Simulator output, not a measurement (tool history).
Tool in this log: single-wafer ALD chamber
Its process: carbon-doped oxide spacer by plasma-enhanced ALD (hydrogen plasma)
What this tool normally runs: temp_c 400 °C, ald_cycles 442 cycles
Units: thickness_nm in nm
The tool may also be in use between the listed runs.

run	hour	temp_c	ald_cycles	read-back reference wafer on the same gauge, thickness_nm	thickness_nm
1	0.0	400	442	24.556	22.329
2	91.0	400	442	24.596	22.369
3	161.2	400	442	24.660	22.494
4	247.1	400	442	24.675	22.409
5	388.2	400	442	24.716	22.535
6	430.5	400	442	24.727	22.578
7	507.4	400	442	24.733	22.648
8	710.9	400	442	24.744	22.623
# hour 725.6: thermocouple changed; heater temperature recalibrated
9	793.5	400	442	24.760	22.543
10	829.8	400	442	24.751	22.496
# hour 860.1: gauge calibrated
11	880.2	400	442	24.440	22.227
12	951.2	400	442	24.510	22.368
13	1032.3	400	442	24.573	22.195
14	1111.6	400	442	24.609	22.562
15	1157.0	408	527	24.591	26.114
16	1228.1	390	442	24.656	22.347
17	1265.6	408	527	24.701	26.295
18	1305.0	388	416	24.695	21.171
19	1411.8	400	382	24.721	19.419
20	1487.8	395	354	24.691	18.041
21	1567.8	414	442	24.720	21.758
22	1671.9	390	369	24.764	18.782
23	1736.8	415	490	24.776	24.020

Consider 5 possible next runs. They are alternatives, not a sequence: every one starts from the tool as it was left by run 23. What does each give?
A	1737.9	400	442	?	?
B	1737.9	387	403	?	?
C	1737.9	409	362	?	?
D	1737.9	387	517	?	?
E	1737.9	385	490	?	?

run	read-back reference wafer on the same gauge, thickness_nm	thickness_nm
A	24.746	22.393
B	24.746	20.417
C	24.746	17.904
D	24.746	26.192
E	24.746	24.824
Without the tool's unlogged condition, the same runs would have read:
run	thickness_nm
A	22.073
B	20.125
C	17.648
D	25.818
E	24.470
